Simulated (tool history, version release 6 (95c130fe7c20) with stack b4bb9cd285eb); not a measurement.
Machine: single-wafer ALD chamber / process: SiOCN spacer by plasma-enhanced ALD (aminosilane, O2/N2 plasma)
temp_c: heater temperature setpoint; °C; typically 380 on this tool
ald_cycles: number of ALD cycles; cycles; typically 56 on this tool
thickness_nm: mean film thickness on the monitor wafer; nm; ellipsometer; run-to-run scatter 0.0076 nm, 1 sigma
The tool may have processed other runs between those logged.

run,hour,temp_c,ald_cycles,wafers since the last listed run,hours since the last thermocouple change,hours since the gauge calibration,"read-back reference wafer on the same gauge, thickness_nm",thickness_nm
1,0.0,380,56,0,1711.9,643.1,2.559,3.027
2,39.6,380,56,139,1751.5,682.7,2.560,3.036
3,99.2,383,56,209,1811.1,742.3,2.563,3.026
4,162.3,380,49,222,1874.2,805.4,2.557,2.639
5,227.4,380,49,229,1939.3,870.5,2.561,2.656
6,297.5,380,49,246,2009.4,940.6,2.561,2.652
7,351.1,389,56,188,2063.0,994.2,2.562,3.034
8,375.7,389,56,86,2087.6,1018.8,2.560,3.029
9,402.8,389,56,95,2114.7,1045.9,2.561,3.043
10,441.4,380,56,135,2153.3,1084.5,2.560,3.022
11,477.2,380,56,126,2189.1,1120.3,2.561,3.024
12,520.0,380,56,150,2231.9,1163.1,2.560,3.039
13,588.1,380,56,239,2300.0,1231.2,2.560,3.021
14,651.3,380,56,222,2363.2,1294.4,2.559,3.020
15,721.4,380,56,246,2433.3,1364.5,2.561,3.021
16,777.5,380,56,197,2489.4,1420.6,2.559,3.026
# hour 814.4: thermocouple changed; heater temperature recalibrated
17,848.2,380,56,220,33.8,1491.3,2.560,3.037
18,1016.0,370,54,591,201.6,1659.1,2.561,2.925
19,1043.3,393,45,96,228.9,1686.4,2.558,2.420
20,1106.5,365,62,222,292.1,1749.6,2.561,3.353
# hour 1155.2: gauge calibrated
21,1161.6,395,63,194,347.2,6.4,2.563,3.394
22,1219.2,380,56,202,404.8,64.0,2.563,3.023
23,1273.9,368,46,192,459.5,118.7,2.559,2.496
24,1343.2,374,56,244,528.8,188.0,2.561,3.030
25,1437.6,389,50,332,623.2,282.4,2.559,2.699
26,1467.4,392,50,104,653.0,312.2,2.560,2.716
27,1503.3,380,56,126,688.9,348.1,2.562,3.019
28,1568.0,380,56,227,753.6,412.8,2.562,3.022
29,1608.1,380,56,141,793.7,452.9,2.561,3.028
30,1660.3,380,56,183,845.9,505.1,2.561,3.040
31,1706.4,380,50,162,892.0,551.2,2.561,2.692
32,1743.4,393,56,130,929.0,588.2,2.560,3.026
33,1789.5,391,47,162,975.1,634.3,2.558,2.540
34,1853.6,380,56,225,1039.2,698.4,2.560,3.038
35,1938.7,392,50,299,1124.3,783.5,2.561,2.705
36,1975.6,374,48,129,1161.2,820.4,2.560,2.608

Consider 4 possible next runs. They are alternatives, not a sequence: every one starts from the tool as it was left by run 36. What does each give?
A,1976.1,380,60,1,1161.7,820.9,?,?
B,1976.1,376,56,1,1161.7,820.9,?,?
C,1976.1,372,56,1,1161.7,820.9,?,?
D,1976.1,380,53,1,1161.7,820.9,?,?

run,"read-back reference wafer on the same gauge, thickness_nm",thickness_nm
A,2.561,3.262
B,2.561,3.045
C,2.561,3.045
D,2.561,2.882
Without the tool's hidden state the same runs would have given:
run,thickness_nm
A,3.262
B,3.045
C,3.045
D,2.882

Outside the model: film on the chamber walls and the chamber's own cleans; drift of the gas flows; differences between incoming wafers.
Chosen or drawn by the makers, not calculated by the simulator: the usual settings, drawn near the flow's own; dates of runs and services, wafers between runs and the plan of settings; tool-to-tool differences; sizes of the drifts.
